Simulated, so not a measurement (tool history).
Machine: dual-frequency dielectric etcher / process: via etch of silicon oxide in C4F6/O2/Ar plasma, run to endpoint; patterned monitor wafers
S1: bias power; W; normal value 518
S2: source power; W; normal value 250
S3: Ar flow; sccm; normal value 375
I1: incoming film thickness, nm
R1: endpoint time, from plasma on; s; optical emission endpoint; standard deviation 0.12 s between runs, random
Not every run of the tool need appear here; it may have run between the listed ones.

run	hour	S1	S2	S3	I1	R1
1	0	518	250	375	106.4	29.2
2	13.8	518	270	375	106.7	28.4
3	28.3	518	270	375	107.7	28.8
4	39.1	518	250	375	106.9	29.8
5	54	518	250	375	106.7	29.3
# hour 102.8: bias power generator calibrated
6	103.3	518	250	375	107.8	29.9
7	113.4	598	250	375	107	27.9
8	123.3	598	250	375	107.8	28.2
# hour 153.4: upper electrode replaced, of another model than before
9	153.9	599	230	375	106.4	29.1
10	154.2	599	230	375	106.4	29
# hour 163.3: Ar flow controller replaced
11	163.8	598	250	375	106.4	28.2
# hour 198.4: wet clean of the chamber
12	198.9	474	210	281	107.6	29.5
13	199.2	599	230	375	106.5	28
14	201.1	634	270	462	107.1	27.7
15	207.8	518	250	375	107.1	28.9
16	222.4	587	230	323	106.4	27.8
17	229	518	250	312	107.9	28.3
# hour 233.3: source power generator calibrated
18	278.9	423	290	301	107.3	28.5
19	286.4	428	280	375	105.9	29.6
20	304.1	518	250	375	106.8	29

Branching from run 20: 3 alternative next runs. What would each branch give?
A	304.5	518	250	375	106.1	?
B	304.5	518	300	302	106.1	?
C	304.5	592	250	375	106.1	?

run	R1
A	28.9
B	26.5
C	27.8
Take away the tool's hidden state, keep each run's random variation, and the runs would have read:
run	R1
A	28.7
B	26.3
C	27.5
